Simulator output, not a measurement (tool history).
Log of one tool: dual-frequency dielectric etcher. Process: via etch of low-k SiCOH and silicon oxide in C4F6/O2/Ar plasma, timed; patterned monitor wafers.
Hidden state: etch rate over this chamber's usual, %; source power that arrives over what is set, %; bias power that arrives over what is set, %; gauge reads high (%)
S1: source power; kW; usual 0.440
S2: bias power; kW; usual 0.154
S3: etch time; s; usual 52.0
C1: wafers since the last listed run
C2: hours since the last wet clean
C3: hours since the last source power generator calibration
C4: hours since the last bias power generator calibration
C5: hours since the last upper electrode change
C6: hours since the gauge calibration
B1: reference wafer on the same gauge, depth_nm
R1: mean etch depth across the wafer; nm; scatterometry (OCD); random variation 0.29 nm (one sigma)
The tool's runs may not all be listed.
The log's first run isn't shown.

{"run": 2, "hour": 10.6, "S1": 0.44, "S2": 0.154, "S3": 52.0, "C1": 159, "C2": 317.7, "C3": 2361.4, "C4": 4682.0, "C5": 4728.6, "C6": 18.5, "B1": 131.0, "R1": 122.4}
{"run": 3, "hour": 21.4, "S1": 0.44, "S2": 0.154, "S3": 52.0, "C1": 162, "C2": 328.5, "C3": 2372.2, "C4": 4692.8, "C5": 4739.4, "C6": 29.3, "B1": 131.0, "R1": 122.5}
{"run": 4, "hour": 28.5, "S1": 0.44, "S2": 0.184, "S3": 52.0, "C1": 106, "C2": 335.6, "C3": 2379.3, "C4": 4699.9, "C5": 4746.5, "C6": 36.4, "B1": 131.0, "R1": 129.9}
{"run": 5, "hour": 38.7, "S1": 0.44, "S2": 0.184, "S3": 52.0, "C1": 153, "C2": 345.8, "C3": 2389.5, "C4": 4710.1, "C5": 4756.7, "C6": 46.6, "B1": 131.1, "R1": 129.6}
{"run": 6, "hour": 49.5, "S1": 0.44, "S2": 0.154, "S3": 52.0, "C1": 162, "C2": 356.6, "C3": 2400.3, "C4": 4720.9, "C5": 4767.5, "C6": 57.4, "B1": 131.0, "R1": 122.3}
{"run": 7, "hour": 65.6, "S1": 0.44, "S2": 0.137, "S3": 52.0, "C1": 242, "C2": 372.7, "C3": 2416.4, "C4": 4737.0, "C5": 4783.6, "C6": 73.5, "B1": 131.1, "R1": 117.5}
{"run": 8, "hour": 78.5, "S1": 0.47, "S2": 0.126, "S3": 39.5, "C1": 194, "C2": 385.6, "C3": 2429.3, "C4": 4749.9, "C5": 4796.5, "C6": 86.4, "B1": 131.0, "R1": 88.7}
{"run": 9, "hour": 89.6, "S1": 0.47, "S2": 0.154, "S3": 46.5, "C1": 167, "C2": 396.7, "C3": 2440.4, "C4": 4761.0, "C5": 4807.6, "C6": 97.5, "B1": 131.0, "R1": 111.7}
{"hour": 122.8, "done": "wet clean of the chamber"}
{"run": 10, "hour": 123.3, "S1": 0.44, "S2": 0.177, "S3": 60.0, "C1": 146, "C2": 0.5, "C3": 2474.1, "C4": 4794.7, "C5": 4841.3, "C6": 131.2, "B1": 131.0, "R1": 145.6}
{"run": 11, "hour": 123.6, "S1": 0.44, "S2": 0.154, "S3": 52.0, "C1": 4, "C2": 0.8, "C3": 2474.4, "C4": 4795.0, "C5": 4841.6, "C6": 131.5, "B1": 131.0, "R1": 120.9}
{"run": 12, "hour": 133.3, "S1": 0.44, "S2": 0.154, "S3": 52.0, "C1": 146, "C2": 10.5, "C3": 2484.1, "C4": 4804.7, "C5": 4851.3, "C6": 141.2, "B1": 131.0, "R1": 121.0}
{"hour": 138.4, "done": "source power generator calibrated"}
{"run": 13, "hour": 148.8, "S1": 0.44, "S2": 0.154, "S3": 52.0, "C1": 173, "C2": 26.0, "C3": 10.4, "C4": 4820.2, "C5": 4866.8, "C6": 156.7, "B1": 131.0, "R1": 120.5}
{"run": 14, "hour": 161.7, "S1": 0.44, "S2": 0.154, "S3": 52.0, "C1": 194, "C2": 38.9, "C3": 23.3, "C4": 4833.1, "C5": 4879.7, "C6": 169.6, "B1": 131.0, "R1": 120.2}
{"run": 15, "hour": 170.0, "S1": 0.44, "S2": 0.131, "S3": 39.0, "C1": 124, "C2": 47.2, "C3": 31.6, "C4": 4841.4, "C5": 4888.0, "C6": 177.9, "B1": 131.1, "R1": 85.8}
{"hour": 197.2, "done": "bias power generator calibrated"}
{"hour": 203.7, "done": "upper electrode replaced"}
{"run": 16, "hour": 204.2, "S1": 0.34, "S2": 0.122, "S3": 52.0, "C1": 356, "C2": 81.4, "C3": 65.8, "C4": 7.0, "C5": 0.5, "C6": 212.1, "B1": 131.1, "R1": 103.8}
{"run": 17, "hour": 204.5, "S1": 0.4, "S2": 0.121, "S3": 63.5, "C1": 4, "C2": 81.7, "C3": 66.1, "C4": 7.3, "C5": 0.8, "C6": 212.4, "B1": 131.0, "R1": 132.1}
{"run": 18, "hour": 205.4, "S1": 0.44, "S2": 0.179, "S3": 66.5, "C1": 13, "C2": 82.6, "C3": 67.0, "C4": 8.2, "C5": 1.7, "C6": 213.3, "B1": 131.0, "R1": 163.5}
{"run": 19, "hour": 213.0, "S1": 0.44, "S2": 0.13, "S3": 52.0, "C1": 114, "C2": 90.2, "C3": 74.6, "C4": 15.8, "C5": 9.3, "C6": 220.9, "B1": 131.0, "R1": 114.2}
{"run": 20, "hour": 225.3, "S1": 0.44, "S2": 0.154, "S3": 52.0, "C1": 185, "C2": 102.5, "C3": 86.9, "C4": 28.1, "C5": 21.6, "C6": 233.2, "B1": 131.0, "R1": 120.6}
{"run": 21, "hour": 257.4, "S1": 0.49, "S2": 0.141, "S3": 41.0, "C1": 483, "C2": 134.6, "C3": 119.0, "C4": 60.2, "C5": 53.7, "C6": 265.3, "B1": 131.1, "R1": 96.2}
{"run": 22, "hour": 266.9, "S1": 0.5, "S2": 0.192, "S3": 42.5, "C1": 143, "C2": 144.1, "C3": 128.5, "C4": 69.7, "C5": 63.2, "C6": 274.8, "B1": 131.0, "R1": 110.8}

The next listed run, before its measurement:
{"run": 23, "hour": 281.6, "S1": 0.44, "S2": 0.188, "S3": 56.5, "C1": 221, "C2": 158.8, "C3": 143.2, "C4": 84.4, "C5": 77.9, "C6": 289.5, "B1": "?", "R1": "?"}

Run 23 gave B1 131.0, R1 141.0 nm.
Without the tool's hidden state the same run would have given R1 140.0 nm.

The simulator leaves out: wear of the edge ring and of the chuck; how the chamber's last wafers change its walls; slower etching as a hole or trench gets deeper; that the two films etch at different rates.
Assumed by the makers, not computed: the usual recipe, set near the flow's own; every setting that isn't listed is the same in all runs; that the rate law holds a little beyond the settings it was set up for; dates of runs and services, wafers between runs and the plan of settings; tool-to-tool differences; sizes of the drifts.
